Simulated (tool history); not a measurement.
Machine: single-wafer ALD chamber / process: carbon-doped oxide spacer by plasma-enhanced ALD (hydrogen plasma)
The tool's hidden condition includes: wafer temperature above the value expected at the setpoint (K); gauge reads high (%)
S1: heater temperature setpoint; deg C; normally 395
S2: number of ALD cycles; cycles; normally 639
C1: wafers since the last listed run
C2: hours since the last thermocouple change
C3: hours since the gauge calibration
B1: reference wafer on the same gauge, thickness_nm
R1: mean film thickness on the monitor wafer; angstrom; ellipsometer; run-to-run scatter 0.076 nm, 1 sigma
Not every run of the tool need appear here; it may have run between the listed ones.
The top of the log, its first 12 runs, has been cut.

run	hour	S1	S2	C1	C2	C3	B1	R1
13	587.3	395	639	10	1463.1	967.8	32.115	298.76
# hour 653.3: gauge calibrated
# hour 760.6: thermocouple changed; heater temperature recalibrated
14	769.5	395	639	67	8.9	116.2	32.529	301.88
15	809.5	395	639	15	48.9	156.2	32.526	300.10
16	855.3	395	639	17	94.7	202.0	32.521	300.35
17	919.5	395	568	24	158.9	266.2	32.487	267.62
18	958.9	380	685	15	198.3	305.6	32.485	321.77
19	1030.5	395	639	27	269.9	377.2	32.454	300.09
20	1061.6	405	639	11	301.0	408.3	32.446	294.24
21	1113.3	395	693	19	352.7	460.0	32.426	325.31
22	1142.4	395	639	11	381.8	489.1	32.416	299.50
23	1185.0	404	639	16	424.4	531.7	32.396	294.99
24	1233.3	395	639	18	472.7	580.0	32.370	300.34
25	1269.5	395	601	13	508.9	616.2	32.325	282.17
26	1311.6	395	569	16	551.0	658.3	32.334	266.16
27	1370.7	407	730	22	610.1	717.4	32.263	333.43
28	1430.7	384	699	23	670.1	777.4	32.253	325.90
29	1484.8	395	703	20	724.2	831.5	32.193	326.96
30	1525.5	387	563	15	764.9	872.2	32.153	262.09
31	1591.0	395	639	25	830.4	937.7	32.078	297.49

Consider 3 possible next runs. They are alternatives, not a sequence: every one starts from the tool as it was left by run 31. What does each give?
A	1592.4	395	639	0	831.8	939.1	?	?
B	1592.4	386	569	0	831.8	939.1	?	?
C	1592.4	391	535	0	831.8	939.1	?	?

run	B1	R1
A	32.118	298.52
B	32.118	265.82
C	32.118	249.93
With the hidden condition removed and each run's random variation left untouched, the same runs would have given:
run	R1
A	303.18
B	269.97
C	253.84
